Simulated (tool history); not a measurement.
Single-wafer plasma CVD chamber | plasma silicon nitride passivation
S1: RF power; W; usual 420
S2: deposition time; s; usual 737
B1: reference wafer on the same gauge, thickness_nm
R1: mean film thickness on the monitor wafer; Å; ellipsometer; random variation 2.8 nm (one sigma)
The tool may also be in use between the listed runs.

| run | hour | S1 | S2 | B1 | R1 |
|---|---|---|---|---|---|
| 1 | 0.0 | 420 | 737 | 1009.964 | 10188.41 |
| 2 | 34.8 | 420 | 737 | 1010.345 | 10180.99 |
| 3 | 67.1 | 380 | 684 | 1010.205 | 8997.92 |
| 4 | 85.7 | 380 | 684 | 1009.969 | 8965.54 |
| 5 | 114.2 | 420 | 737 | 1010.284 | 10206.00 |
| 6 | 141.0 | 420 | 737 | 1010.431 | 10244.65 |
| 7 | 166.8 | 420 | 737 | 1009.923 | 10155.64 |
| 8 | 195.5 | 420 | 737 | 1010.336 | 10227.72 |
| 9 | 216.3 | 420 | 693 | 1011.087 | 9559.58 |
| 10 | 236.5 | 420 | 693 | 1010.203 | 9526.98 |
| 11 | 279.4 | 420 | 737 | 1009.063 | 10170.83 |
| 12 | 296.9 | 470 | 737 | 1010.540 | 10740.75 |
| 13 | 312.5 | 470 | 737 | 1010.278 | 10711.48 |
| 14 | 326.2 | 385 | 787 | 1009.718 | 10332.86 |
| 15 | 340.5 | 385 | 787 | 1009.702 | 10311.36 |
| 16 | 370.6 | 385 | 787 | 1010.263 | 10302.12 |
| 17 | 387.0 | 420 | 737 | 1010.301 | 10100.86 |
|  | 417.3 | gauge calibrated |
| 18 | 417.4 | 420 | 737 | 1009.816 | 10150.10 |
| 19 | 440.3 | 420 | 737 | 1010.289 | 10074.60 |
|  | 472.9 | showerhead replaced |
|  | 513.9 | RF generator calibrated |
| 20 | 517.6 | 420 | 737 | 1010.233 | 10514.43 |
| 21 | 546.3 | 420 | 737 | 1011.513 | 10491.15 |
| 22 | 631.8 | 420 | 737 | 1010.430 | 10523.34 |
| 23 | 647.6 | 420 | 737 | 1009.964 | 10520.38 |
| 24 | 679.7 | 470 | 825 | 1009.838 | 12477.52 |
| 25 | 706.7 | 490 | 809 | 1010.225 | 12477.69 |
| 26 | 735.9 | 490 | 642 | 1010.684 | 9924.49 |
| 27 | 755.8 | 485 | 652 | 1010.082 | 9983.05 |
| 28 | 769.0 | 470 | 848 | 1010.323 | 12725.12 |
| 29 | 804.2 | 420 | 737 | 1009.911 | 10500.66 |
| 30 | 818.8 | 375 | 671 | 1009.289 | 9029.19 |
| 31 | 849.1 | 380 | 684 | 1009.812 | 9262.13 |
| 32 | 876.7 | 345 | 690 | 1010.086 | 8833.36 |
| 33 | 909.7 | 350 | 819 | 1010.015 | 10524.74 |
| 34 | 921.8 | 370 | 682 | 1010.815 | 9102.48 |
| 35 | 953.1 | 420 | 737 | 1010.438 | 10575.83 |
| 36 | 982.8 | 385 | 879 | 1009.454 | 12021.96 |
| 37 | 1005.2 | 420 | 629 | 1009.171 | 8938.22 |
| 38 | 1027.7 | 480 | 801 | 1010.659 | 12167.66 |
| 39 | 1068.3 | 370 | 607 | 1009.457 | 8098.55 |
| 40 | 1090.7 | 495 | 782 | 1009.562 | 12058.61 |
| 41 | 1108.3 | 420 | 737 | 1010.035 | 10508.46 |
| 42 | 1134.3 | 460 | 640 | 1010.145 | 9529.26 |
| 43 | 1167.9 | 395 | 652 | 1010.186 | 9001.01 |
| 44 | 1275.3 | 495 | 691 | 1010.314 | 10664.93 |

Forecast each of these 3 alternatives for the next run:
| A | 1275.9 | 420 | 737 | ? | ? |
| B | 1275.9 | 385 | 817 | ? | ? |
| C | 1275.9 | 345 | 845 | ? | ? |

| run | B1 | R1 |
|---|---|---|
| A | 1010.398 | 10480.52 |
| B | 1010.398 | 11097.73 |
| C | 1010.398 | 10780.40 |
Without the tool's hidden state the same runs would have given:
| run | R1 |
|---|---|
| A | 10521.73 |
| B | 11141.37 |
| C | 10822.80 |

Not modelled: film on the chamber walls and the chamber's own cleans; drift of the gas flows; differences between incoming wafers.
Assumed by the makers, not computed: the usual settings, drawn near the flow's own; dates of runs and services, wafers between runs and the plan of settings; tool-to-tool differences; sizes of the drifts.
